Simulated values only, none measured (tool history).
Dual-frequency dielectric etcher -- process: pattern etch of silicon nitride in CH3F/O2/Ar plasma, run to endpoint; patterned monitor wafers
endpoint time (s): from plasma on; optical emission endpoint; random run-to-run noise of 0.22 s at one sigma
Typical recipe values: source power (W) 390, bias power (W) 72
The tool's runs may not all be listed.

run	hour	source power (W)	bias power (W)	incoming incoming film thickness, nm	endpoint time (s)
1	0	390	72	34.16	55
2	44.8	390	72	33.74	54.7
3	103.1	390	72	34.05	54.7
4	166.9	390	72	34.11	54.8
5	273.7	390	72	34.56	55.5
6	347.8	390	72	34.28	54.5
# hour 421.1: wet clean of the chamber
7	627.9	390	80	33.95	52.8
8	679.9	390	80	33.76	52.4
9	717.6	390	72	33.57	53.2
10	783.3	390	72	34.08	54.2
# hour 795.5: source power generator calibrated
11	841.2	390	72	34.12	54
# hour 905.5: wet clean of the chamber
12	906	390	72	34.36	55.4
13	959.1	390	72	34.13	54.9
14	1014.8	470	67	34.09	51.4
15	1087.7	300	72	34.23	61.6
16	1190.1	340	72	34.21	57.3
17	1259	330	90	34.07	53.7
18	1337.4	390	72	33.84	53.5
# hour 1367.3: wet clean of the chamber
# hour 1381.6: upper electrode replaced, of another model than before
19	1401.5	390	72	34.28	55.6
20	1501.9	320	61	33.51	63.1

What will run 21 give?
# hour 1570.8: bias power generator calibrated
21	1581.6	430	83	33.77	?

Run 21 came out at endpoint time (s) 49.6.
The same run, on a tool lacking any hidden state, would have yielded endpoint time (s) 50.
